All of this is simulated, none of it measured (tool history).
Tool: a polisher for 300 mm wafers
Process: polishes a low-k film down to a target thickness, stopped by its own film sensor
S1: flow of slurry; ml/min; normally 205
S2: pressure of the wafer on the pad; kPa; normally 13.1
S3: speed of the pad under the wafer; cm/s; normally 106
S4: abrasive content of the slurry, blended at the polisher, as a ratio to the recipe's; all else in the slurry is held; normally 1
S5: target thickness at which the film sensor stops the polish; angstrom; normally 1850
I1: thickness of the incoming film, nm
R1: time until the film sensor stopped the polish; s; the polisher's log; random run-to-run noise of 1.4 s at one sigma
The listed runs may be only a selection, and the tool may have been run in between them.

run	hour	S1	S2	S3	S4	S5	I1	R1
1	0	205	13.1	106	1	1850	237.7	118.9
2	8.6	205	13.1	106	1	1850	239.4	121.1
3	19.1	205	13.1	106	0.75	1850	241.3	172.4
# hour 26.8: slurry blender recalibrated
4	28.8	205	13.1	106	0.75	1850	241.8	137.3
5	34.9	205	13.1	106	0.75	1850	243.7	146
# hour 41.7: worn pad replaced by a new one
# hour 51.3: conditioning disc replaced and pad reconditioned
6	52.6	205	17.9	106	1.25	1850	241.4	69.1
7	70.4	175	11.7	74	1	1690	240.4	216
8	78.3	205	13.1	106	1.1	1850	238.4	97.6
9	89.8	205	13.1	106	1	1850	239.7	108
10	103.1	205	13.1	106	1	1850	240.8	108.1
11	115.3	205	13.1	120	1.2	1850	239.6	87.2
12	130	205	13.1	106	1.1	1850	240.8	104.1
13	147	205	13.1	106	0.8	1930	240.6	116.8
14	158.1	205	15.2	90	1	1850	240.4	108.8
15	171.6	150	13.1	130	1.2	1850	237.5	83.9
16	189.3	205	15.2	90	1	1850	241.4	115.2
17	198.2	270	9.7	106	1	1850	241	153.6
18	206.5	205	13.1	106	1	1850	241	116.4
# hour 236.4: worn pad replaced by a new one
19	256.3	205	13.1	106	1	1850	240.3	122.2
20	266.8	205	13.1	106	1	1850	240.8	120.7
21	284.3	155	10.3	76	1	1920	240.2	186.1
# hour 295.4: slurry blender recalibrated
22	302.5	205	15.9	144	0.9	1850	239.2	74
23	320.5	245	13.1	80	1	1770	242	153.4
24	330.3	255	13.1	76	1.2	1700	238.5	149.6
25	343	205	13.1	106	1	1850	243.1	114.4
# hour 353.8: conditioning disc replaced and pad reconditioned
26	356.6	205	13.1	106	1	1850	237.8	107
27	370.8	205	13.1	94	1.3	1850	239.6	102

Consider 3 possible next runs. They are alternatives, not a sequence: every one starts from the tool as it was left by run 27. What does each give?
A	371.3	205	13.1	106	1	1850	240.5	?
B	371.3	205	13.1	130	1	1850	240.5	?
C	371.3	205	13.1	106	1	1730	240.5	?

run	R1
A	111.3
B	94.5
C	135.4
Take away the tool's hidden state, keep each run's random variation, and the runs would have read:
run	R1
A	104.2
B	88.5
C	126.7
